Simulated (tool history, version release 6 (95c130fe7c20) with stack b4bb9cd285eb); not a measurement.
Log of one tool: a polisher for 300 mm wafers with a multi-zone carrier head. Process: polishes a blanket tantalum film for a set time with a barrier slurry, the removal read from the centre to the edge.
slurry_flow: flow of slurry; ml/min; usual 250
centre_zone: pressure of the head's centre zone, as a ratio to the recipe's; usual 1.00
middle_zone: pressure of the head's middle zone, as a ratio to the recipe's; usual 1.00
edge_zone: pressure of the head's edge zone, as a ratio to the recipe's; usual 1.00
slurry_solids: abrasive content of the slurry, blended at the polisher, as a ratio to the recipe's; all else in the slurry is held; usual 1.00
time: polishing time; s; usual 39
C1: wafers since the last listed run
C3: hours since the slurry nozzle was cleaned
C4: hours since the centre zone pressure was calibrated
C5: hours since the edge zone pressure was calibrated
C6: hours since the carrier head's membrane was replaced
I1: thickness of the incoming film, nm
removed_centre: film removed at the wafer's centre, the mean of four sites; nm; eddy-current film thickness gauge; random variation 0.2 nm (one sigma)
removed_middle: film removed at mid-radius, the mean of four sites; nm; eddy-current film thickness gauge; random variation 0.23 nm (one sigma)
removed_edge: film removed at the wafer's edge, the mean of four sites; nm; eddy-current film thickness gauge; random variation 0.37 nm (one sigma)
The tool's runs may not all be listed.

Run 1, day 0.000: usual settings but slurry_flow 170 ml/min; C1 0; wafers polished on this pad 2307; C3 415.4; C4 898.0; C5 339.3; C6 1075.0; I1 334.2. Result: removed_centre 30.7 nm, removed_middle 31.8 nm, removed_edge 32.9 nm.
Run 2, day 2.075: usual settings; C1 599; wafers polished on this pad 2907; C3 465.2; C4 947.8; C5 389.1; C6 1124.8; I1 325.7. Result: removed_centre 32.7 nm, removed_middle 32.5 nm, removed_edge 33.2 nm.
At day 2.450: slurry nozzle cleaned.
Run 3, day 4.162: usual settings; C1 591; wafers polished on this pad 3498; C3 41.1; C4 997.9; C5 439.2; C6 1174.9; I1 333.1. Result: removed_centre 32.3 nm, removed_middle 33.0 nm, removed_edge 33.3 nm.
At day 7.133: carrier head's membrane replaced by a new one.
Run 4, day 7.154: usual settings but edge_zone 1.12, slurry_solids 1.25, time 31 s; C1 804; wafers polished on this pad 4303; C3 112.9; C4 1069.7; C5 511.0; C6 0.5; I1 332.8. Result: removed_centre 27.7 nm, removed_middle 27.8 nm, removed_edge 30.8 nm.
At day 9.142: centre zone pressure recalibrated.
Run 5, day 9.688: usual settings but slurry_flow 310 ml/min, middle_zone 0.92, slurry_solids 0.75, time 44 s; C1 708; wafers polished on this pad 5011; C3 173.7; C4 13.1; C5 571.8; C6 61.3; I1 331.9. Result: removed_centre 33.0 nm, removed_middle 31.5 nm, removed_edge 33.6 nm.
Run 6, day 10.712: usual settings but slurry_solids 1.15; C1 296; wafers polished on this pad 5307; C3 198.3; C4 37.7; C5 596.4; C6 85.9; I1 324.2. Result: removed_centre 33.5 nm, removed_middle 34.3 nm, removed_edge 34.8 nm.
At day 12.283: worn pad replaced by a new one.
Run 7, day 13.604: usual settings but centre_zone 0.94; C1 787; wafers polished on this pad 382; C3 267.7; C4 107.1; C5 665.8; C6 155.3; I1 327.0. Result: removed_centre 30.5 nm, removed_middle 32.7 nm, removed_edge 33.8 nm.
Run 8, day 14.904: usual settings but slurry_flow 215 ml/min, centre_zone 1.10, edge_zone 1.05; C1 375; wafers polished on this pad 757; C3 298.9; C4 138.3; C5 697.0; C6 186.5; I1 328.9. Result: removed_centre 35.3 nm, removed_middle 31.8 nm, removed_edge 33.5 nm.
Run 9, day 16.996: usual settings; C1 604; wafers polished on this pad 1362; C3 349.1; C4 188.5; C5 747.2; C6 236.7; I1 331.4. Result: removed_centre 32.3 nm, removed_middle 32.7 nm, removed_edge 33.4 nm.
Run 10, day 18.346: usual settings but slurry_flow 225 ml/min; C1 390; wafers polished on this pad 1752; C3 381.5; C4 220.9; C5 779.6; C6 269.1; I1 328.9. Result: removed_centre 31.8 nm, removed_middle 32.5 nm, removed_edge 33.2 nm.
Run 11, day 19.758: usual settings but middle_zone 0.92, edge_zone 1.09, time 32 s; C1 408; wafers polished on this pad 2160; C3 415.4; C4 254.8; C5 813.5; C6 303.0; I1 325.8. Result: removed_centre 26.3 nm, removed_middle 25.4 nm, removed_edge 28.6 nm.
At day 20.442: slurry nozzle cleaned.
Run 12, day 21.267: usual settings but edge_zone 1.07, time 49 s; C1 423; wafers polished on this pad 2584; C3 19.8; C4 291.0; C5 849.7; C6 339.2; I1 334.1. Result: removed_centre 40.6 nm, removed_middle 40.8 nm, removed_edge 42.3 nm.
Run 13, day 22.933: usual settings but edge_zone 1.03, time 48 s; C1 481; wafers polished on this pad 3066; C3 59.8; C4 331.0; C5 889.7; C6 379.2; I1 325.0. Result: removed_centre 39.5 nm, removed_middle 40.1 nm, removed_edge 42.1 nm.
At day 24.383: edge zone pressure recalibrated.
Run 14, day 24.912: usual settings but centre_zone 1.04, middle_zone 0.95, slurry_solids 1.25; C1 548; wafers polished on this pad 3614; C3 107.3; C4 378.5; C5 12.7; C6 426.7; I1 331.9. Result: removed_centre 35.9 nm, removed_middle 33.9 nm, removed_edge 35.8 nm.
Run 15, day 27.888: usual settings but middle_zone 1.06; C1 859; wafers polished on this pad 4474; C3 178.7; C4 449.9; C5 84.1; C6 498.1; I1 334.5. Result: removed_centre 32.3 nm, removed_middle 34.3 nm, removed_edge 33.8 nm.
At day 31.592: worn pad replaced by a new one.
Run 16, day 34.454: usual settings but slurry_flow 330 ml/min, centre_zone 1.05, edge_zone 0.93, time 53 s; C1 1849; wafers polished on this pad 827; C3 336.3; C4 607.5; C5 241.7; C6 655.7; I1 328.0. Result: removed_centre 47.3 nm, removed_middle 45.4 nm, removed_edge 45.1 nm.
Run 17, day 37.408: usual settings but centre_zone 1.08, middle_zone 0.97, edge_zone 0.91, slurry_solids 1.25; C1 853; wafers polished on this pad 1680; C3 407.2; C4 678.4; C5 312.6; C6 726.6; I1 335.8. Result: removed_centre 37.8 nm, removed_middle 34.0 nm, removed_edge 34.5 nm.
Run 18, day 39.229: usual settings but centre_zone 0.88, middle_zone 1.08, edge_zone 1.08; C1 526; wafers polished on this pad 2207; C3 450.9; C4 722.1; C5 356.3; C6 770.3; I1 328.7. Result: removed_centre 28.3 nm, removed_middle 34.5 nm, removed_edge 34.4 nm.
Run 19, day 41.775: usual settings but slurry_flow 195 ml/min, time 50 s; C1 735; wafers polished on this pad 2943; C3 512.0; C4 783.2; C5 417.4; C6 831.4; I1 332.1. Result: removed_centre 40.0 nm, removed_middle 40.9 nm, removed_edge 42.3 nm.
Run 20, day 43.108: usual settings but slurry_flow 220 ml/min; C1 385; wafers polished on this pad 3328; C3 544.0; C4 815.2; C5 449.4; C6 863.4; I1 330.5. Result: removed_centre 32.1 nm, removed_middle 32.2 nm, removed_edge 32.7 nm.
At day 43.692: slurry nozzle cleaned.
Run 21, day 46.042: usual settings; C1 835; wafers polished on this pad 4164; C3 56.4; C4 885.6; C5 519.8; C6 933.8; I1 325.8. Result: removed_centre 32.0 nm, removed_middle 33.1 nm, removed_edge 33.6 nm.
Run 22, day 47.721: usual settings but edge_zone 1.04; C1 485; wafers polished on this pad 4649; C3 96.7; C4 925.9; C5 560.1; C6 974.1; I1 326.8. Result: removed_centre 32.4 nm, removed_middle 32.7 nm, removed_edge 33.5 nm.
Run 23, day 48.792: usual settings but edge_zone 1.10; C1 309; wafers polished on this pad 4959; C3 122.4; C4 951.6; C5 585.8; C6 999.8; I1 332.8. Result: removed_centre 32.6 nm, removed_middle 32.7 nm, removed_edge 35.2 nm.

Hidden state at the last listed run before each entry between runs and at the first one after, where it differs:
Between runs 2 and 3: slurry nozzle cleaned (day 2.450)
  no hidden state differs between the two runs
Between runs 3 and 4: carrier head's membrane replaced by a new one (day 7.133)
  no hidden state differs between the two runs
Between runs 4 and 5: centre zone pressure recalibrated (day 9.142)
  no hidden state differs between the two runs
Between runs 6 and 7: worn pad replaced by a new one (day 12.283)
  no hidden state differs between the two runs
Between runs 11 and 12: slurry nozzle cleaned (day 20.442)
  no hidden state differs between the two runs
Between runs 13 and 14: edge zone pressure recalibrated (day 24.383)
  no hidden state differs between the two runs
Between runs 15 and 16: worn pad replaced by a new one (day 31.592)
  no hidden state differs between the two runs
Between runs 20 and 21: slurry nozzle cleaned (day 43.692)
  no hidden state differs between the two runs
